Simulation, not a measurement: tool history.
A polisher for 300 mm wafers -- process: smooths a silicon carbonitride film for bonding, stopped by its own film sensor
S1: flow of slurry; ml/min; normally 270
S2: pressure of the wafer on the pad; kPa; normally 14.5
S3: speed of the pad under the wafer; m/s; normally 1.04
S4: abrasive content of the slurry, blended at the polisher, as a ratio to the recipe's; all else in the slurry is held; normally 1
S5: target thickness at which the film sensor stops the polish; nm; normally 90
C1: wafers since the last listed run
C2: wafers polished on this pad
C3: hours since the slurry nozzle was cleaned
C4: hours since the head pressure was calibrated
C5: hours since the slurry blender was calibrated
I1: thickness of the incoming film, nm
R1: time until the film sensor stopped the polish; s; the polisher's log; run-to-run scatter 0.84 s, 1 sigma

Run 1, day 0: usual settings but S5 91 nm; C1 0; C2 745; C3 109.8; C4 1034.5; C5 47.9; I1 100.3. Result: R1 38 s.
At day 0.079: worn pad replaced by a new one.
Run 2, day 1.162: usual settings but S5 91 nm; C1 289; C2 289; C3 137.7; C4 1062.4; C5 75.8; I1 100.2. Result: R1 38.7 s.
Run 3, day 1.775: usual settings but S5 91 nm; C1 163; C2 452; C3 152.4; C4 1077.1; C5 90.5; I1 100. Result: R1 38.3 s.
Run 4, day 2.675: usual settings but S1 215 ml/min; C1 240; C2 692; C3 174; C4 1098.7; C5 112.1; I1 98.1. Result: R1 33.6 s.
At day 3.462: worn pad replaced by a new one.
Run 5, day 3.671: usual settings but S1 215 ml/min; C1 221; C2 55; C3 197.9; C4 1122.6; C5 136; I1 100.7. Result: R1 46.9 s.
Run 6, day 4.75: usual settings but S1 215 ml/min; C1 288; C2 343; C3 223.8; C4 1148.5; C5 161.9; I1 99.8. Result: R1 40.8 s.
At day 5.958: slurry nozzle cleaned.
Run 7, day 5.983: usual settings; C1 318; C2 661; C3 0.6; C4 1178.1; C5 191.5; I1 100.2. Result: R1 42.6 s.
At day 6.375: worn pad replaced by a new one.
Run 8, day 6.562: usual settings; C1 110; C2 50; C3 14.5; C4 1192; C5 205.4; I1 99.5. Result: R1 39.4 s.
Run 9, day 7.442: usual settings but S2 12.4 kPa; C1 234; C2 284; C3 35.6; C4 1213.1; C5 226.5; I1 99.7. Result: R1 47.1 s.
Run 10, day 8.558: usual settings but S5 91 nm; C1 298; C2 582; C3 62.4; C4 1239.9; C5 253.3; I1 99.9. Result: R1 36.9 s.
At day 9.125: head pressure recalibrated.
Run 11, day 9.183: usual settings; C1 144; C2 727; C3 77.4; C4 1.4; C5 268.3; I1 100.8. Result: R1 43.4 s.
At day 9.75: worn pad replaced by a new one.
Run 12, day 10.45: usual settings but S1 365 ml/min, S2 17.9 kPa, S3 0.72 m/s, S4 1.1; C1 293; C2 186; C3 107.8; C4 31.8; C5 298.7; I1 98.7. Result: R1 38.1 s.
Run 13, day 11.512: usual settings but S3 0.92 m/s; C1 283; C2 470; C3 133.3; C4 57.3; C5 324.2; I1 99.7. Result: R1 46.5 s.
At day 12.542: slurry blender recalibrated.
At day 12.858: worn pad replaced by a new one.
Run 14, day 12.879: usual settings; C1 298; C2 5; C3 166.1; C4 90.1; C5 8.1; I1 99.9. Result: R1 41.6 s.
Run 15, day 13.858: usual settings but S1 335 ml/min; C1 261; C2 266; C3 189.6; C4 113.6; C5 31.6; I1 99.7. Result: R1 41.3 s.
Run 16, day 14.95: usual settings but S3 0.84 m/s, S5 92 nm; C1 291; C2 558; C3 215.8; C4 139.8; C5 57.8; I1 99.7. Result: R1 38.9 s.
Run 17, day 16.038: usual settings but S1 350 ml/min, S2 19.3 kPa, S3 0.88 m/s, S4 1.15; C1 290; C2 848; C3 241.9; C4 165.9; C5 83.9; I1 99.5. Result: R1 31.5 s.

Here are 5 independent what-if runs from the current tool condition. What would each one return?
Run A, day 16.054: usual settings; C1 4; C2 852; C3 242.3; C4 166.3; C5 84.3; I1 99.1. Result: R1 ?.
Run B, day 16.054: usual settings but S1 175 ml/min, S2 17.9 kPa, S4 1.3; C1 4; C2 852; C3 242.3; C4 166.3; C5 84.3; I1 99.1. Result: R1 ?.
Run C, day 16.054: usual settings but S1 310 ml/min, S3 1.34 m/s; C1 4; C2 852; C3 242.3; C4 166.3; C5 84.3; I1 99.1. Result: R1 ?.
Run D, day 16.054: usual settings but S1 360 ml/min, S2 11 kPa; C1 4; C2 852; C3 242.3; C4 166.3; C5 84.3; I1 99.1. Result: R1 ?.
Run E, day 16.054: usual settings but S3 0.84 m/s, S4 0.8; C1 4; C2 852; C3 242.3; C4 166.3; C5 84.3; I1 99.1. Result: R1 ?.

run    R1
  A  39.6
  B  30.8
  C    32
  D  49.8
  E  51.4
With the hidden condition removed and each run's random variation left untouched, the same runs would have given:
run    R1
  A  39.6
  B  30.8
  C    32
  D  49.8
  E  51.4
